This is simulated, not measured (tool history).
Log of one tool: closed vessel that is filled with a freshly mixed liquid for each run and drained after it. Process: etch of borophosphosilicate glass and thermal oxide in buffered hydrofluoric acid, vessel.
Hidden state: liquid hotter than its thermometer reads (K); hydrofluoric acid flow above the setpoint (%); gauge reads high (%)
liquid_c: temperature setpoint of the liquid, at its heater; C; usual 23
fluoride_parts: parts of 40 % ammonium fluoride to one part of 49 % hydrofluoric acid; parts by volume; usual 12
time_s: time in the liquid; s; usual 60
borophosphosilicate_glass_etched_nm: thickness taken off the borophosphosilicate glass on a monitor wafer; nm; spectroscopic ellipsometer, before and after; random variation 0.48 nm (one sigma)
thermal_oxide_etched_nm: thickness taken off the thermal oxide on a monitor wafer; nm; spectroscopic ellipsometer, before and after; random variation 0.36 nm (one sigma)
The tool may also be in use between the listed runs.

| run | hour | liquid_c | fluoride_parts | time_s | wafers since the last listed run | hours since the thermometer was replaced | hours since the hydrofluoric acid flow meter was replaced | hours since the gauge calibration | read-back film thickness of the borophosphosilicate glass reference wafer, read on the same gauge (nm) | read-back film thickness of the thermal oxide reference wafer, read on the same gauge (nm) | borophosphosilicate_glass_etched_nm | thermal_oxide_etched_nm |
|---|---|---|---|---|---|---|---|---|---|---|---|---|
| 1 | 0 | 23 | 9 | 60 | 0 | 2009 | 1984.1 | 1057.5 | 122.28 | 61.11 | 121.1 | 72.68 |
| 2 | 40.6 | 23 | 9 | 60 | 4893 | 2049.6 | 2024.7 | 1098.1 | 122.28 | 61.15 | 119.66 | 72.44 |
| 3 | 224.2 | 23 | 12 | 60 | 22131 | 2233.2 | 2208.3 | 1281.7 | 122.39 | 61.19 | 94.82 | 57.08 |
| 4 | 273.5 | 23 | 12 | 60 | 5942 | 2282.5 | 2257.6 | 1331 | 122.37 | 61.2 | 94.3 | 56.69 |
| 5 | 342.8 | 23 | 12 | 60 | 8353 | 2351.8 | 2326.9 | 1400.3 | 122.43 | 61.2 | 94.74 | 56.62 |
|  | 369.1 | gauge calibrated |
| 6 | 388.5 | 23 | 15.5 | 60 | 5508 | 2397.5 | 2372.6 | 19.4 | 120.19 | 60.05 | 71.59 | 43.68 |
| 7 | 456.3 | 23 | 12 | 60 | 8172 | 2465.3 | 2440.4 | 87.2 | 120.46 | 60.23 | 92.58 | 56.29 |
| 8 | 483.3 | 23 | 12 | 60 | 3254 | 2492.3 | 2467.4 | 114.2 | 120.57 | 60.29 | 92.29 | 56.17 |
| 9 | 523.8 | 23 | 12 | 60 | 4881 | 2532.8 | 2507.9 | 154.7 | 120.72 | 60.37 | 93.17 | 56.17 |
| 10 | 548.3 | 23 | 15 | 40 | 2953 | 2557.3 | 2532.4 | 179.2 | 120.82 | 60.41 | 49.87 | 30.04 |
| 11 | 577.1 | 23 | 15 | 40 | 3471 | 2586.1 | 2561.2 | 208 | 120.98 | 60.47 | 49.94 | 29.65 |
|  | 632 | hydrofluoric acid flow meter replaced |
| 12 | 633.5 | 23 | 12 | 60 | 6677 | 2642.5 | 1.5 | 264.4 | 121.15 | 60.57 | 93.35 | 56.85 |
|  | 655 | thermometer replaced |
| 13 | 686.2 | 23 | 12 | 60 | 6231 | 31.2 | 54.2 | 317.1 | 121.32 | 60.63 | 93.29 | 55.54 |
| 14 | 713.3 | 27.5 | 8 | 80 | 3266 | 58.3 | 81.3 | 344.2 | 121.35 | 60.7 | 231.84 | 140.6 |
| 15 | 765.7 | 23 | 12 | 60 | 6316 | 110.7 | 133.7 | 396.6 | 121.53 | 60.74 | 93.11 | 56.4 |
| 16 | 851.8 | 23 | 12 | 60 | 10378 | 196.8 | 219.8 | 482.7 | 121.66 | 60.85 | 93.22 | 57.01 |
| 17 | 902.4 | 18.5 | 15.5 | 35 | 6099 | 247.4 | 270.4 | 533.3 | 121.84 | 60.92 | 33.18 | 19.95 |
| 18 | 935.3 | 21.5 | 12 | 85 | 3965 | 280.3 | 303.3 | 566.2 | 121.87 | 60.93 | 122.28 | 74.51 |
| 19 | 998.9 | 26.5 | 16 | 80 | 7666 | 343.9 | 366.9 | 629.8 | 122 | 60.99 | 113.8 | 69.38 |
| 20 | 1039.1 | 23 | 10 | 45 | 4845 | 384.1 | 407.1 | 670 | 122.02 | 61.02 | 85.33 | 50.66 |
| 21 | 1069 | 25 | 9.5 | 85 | 3604 | 414 | 437 | 699.9 | 122.07 | 61.05 | 184.13 | 110.57 |
| 22 | 1108.2 | 26.5 | 12 | 85 | 4725 | 453.2 | 476.2 | 739.1 | 122.15 | 61.06 | 160.47 | 96.52 |
| 23 | 1173.8 | 21.5 | 12 | 30 | 7907 | 518.8 | 541.8 | 804.7 | 122.22 | 61.11 | 42.82 | 26.11 |
| 24 | 1207.3 | 25.5 | 9 | 75 | 4038 | 552.3 | 575.3 | 838.2 | 122.24 | 61.14 | 173.51 | 105.18 |

Forecast each of these 5 alternatives for the next run:
| A | 1208 | 23 | 8.5 | 60 | 84 | 553 | 576 | 838.9 | ? | ? | ? | ? |
| B | 1208 | 23 | 12 | 80 | 84 | 553 | 576 | 838.9 | ? | ? | ? | ? |
| C | 1208 | 25 | 12 | 70 | 84 | 553 | 576 | 838.9 | ? | ? | ? | ? |
| D | 1208 | 27.5 | 9.5 | 50 | 84 | 553 | 576 | 838.9 | ? | ? | ? | ? |
| E | 1208 | 26.5 | 12 | 30 | 84 | 553 | 576 | 838.9 | ? | ? | ? | ? |

| run | read-back film thickness of the borophosphosilicate glass reference wafer, read on the same gauge (nm) | read-back film thickness of the thermal oxide reference wafer, read on the same gauge (nm) | borophosphosilicate_glass_etched_nm | thermal_oxide_etched_nm |
|---|---|---|---|---|
| A | 122.29 | 61.14 | 127.89 | 77.54 |
| B | 122.29 | 61.14 | 125.2 | 76.12 |
| C | 122.29 | 61.14 | 122.04 | 74.28 |
| D | 122.29 | 61.14 | 123.02 | 74.87 |
| E | 122.29 | 61.14 | 56.66 | 34.52 |
Without the tool's hidden state the same runs would have given:
| run | borophosphosilicate_glass_etched_nm | thermal_oxide_etched_nm |
|---|---|---|
| A | 125.54 | 76.11 |
| B | 122.89 | 74.72 |
| C | 119.79 | 72.92 |
| D | 120.75 | 73.49 |
| E | 55.62 | 33.88 |
